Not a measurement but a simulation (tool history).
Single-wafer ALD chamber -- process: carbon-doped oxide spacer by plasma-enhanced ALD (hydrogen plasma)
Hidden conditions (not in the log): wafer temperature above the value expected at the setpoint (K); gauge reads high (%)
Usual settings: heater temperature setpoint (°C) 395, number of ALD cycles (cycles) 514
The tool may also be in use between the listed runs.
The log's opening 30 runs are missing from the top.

run     day  heater temperature setpoint (°C)  number of ALD cycles (cycles)  wafers since the last listed run  hours since the last thermocouple change  hours since the gauge calibration  read-back reference wafer on the same gauge, thickness_nm  mean film thickness on the monitor wafer (nm)
 31  38.596                               383                            556                                17                                     468.0                              298.8                                                     22.193                                         27.424
 32  39.958                               395                            542                                25                                     500.7                              331.5                                                     22.199                                         26.637
 33  42.721                               389                            616                                51                                     567.0                              397.8                                                     22.215                                         30.283
 34  43.567                               395                            607                                15                                     587.3                              418.1                                                     22.201                                         29.953
 35  44.892                               409                            603                                24                                     619.1                              449.9                                                     22.210                                         28.497
 36  45.550                               382                            416                                12                                     634.9                              465.7                                                     22.195                                         20.401
 37  46.675                               395                            429                                21                                     661.9                              492.7                                                     22.203                                         21.135
 38  47.442                               399                            589                                14                                     680.3                              511.1                                                     22.198                                         28.950
 39  48.192                               386                            480                                14                                     698.3                              529.1                                                     22.200                                         23.636
 40  48.933                               409                            471                                13                                     716.1                              546.9                                                     22.191                                         22.381

Branching from run 40: 3 alternative next runs. What would each branch give?
  A  48.983                               395                            514                                 0                                     717.3                              548.1                                                          ?                                              ?
  B  48.983                               388                            482                                 0                                     717.3                              548.1                                                          ?                                              ?
  C  48.983                               410                            514                                 0                                     717.3                              548.1                                                          ?                                              ?

run  read-back reference wafer on the same gauge, thickness_nm  mean film thickness on the monitor wafer (nm)
  A                                                     22.195                                         25.278
  B                                                     22.195                                         23.704
  C                                                     22.195                                         24.360
Without the tool's hidden state the same runs would have given:
run  mean film thickness on the monitor wafer (nm)
  A                                         25.278
  B                                         23.704
  C                                         24.360

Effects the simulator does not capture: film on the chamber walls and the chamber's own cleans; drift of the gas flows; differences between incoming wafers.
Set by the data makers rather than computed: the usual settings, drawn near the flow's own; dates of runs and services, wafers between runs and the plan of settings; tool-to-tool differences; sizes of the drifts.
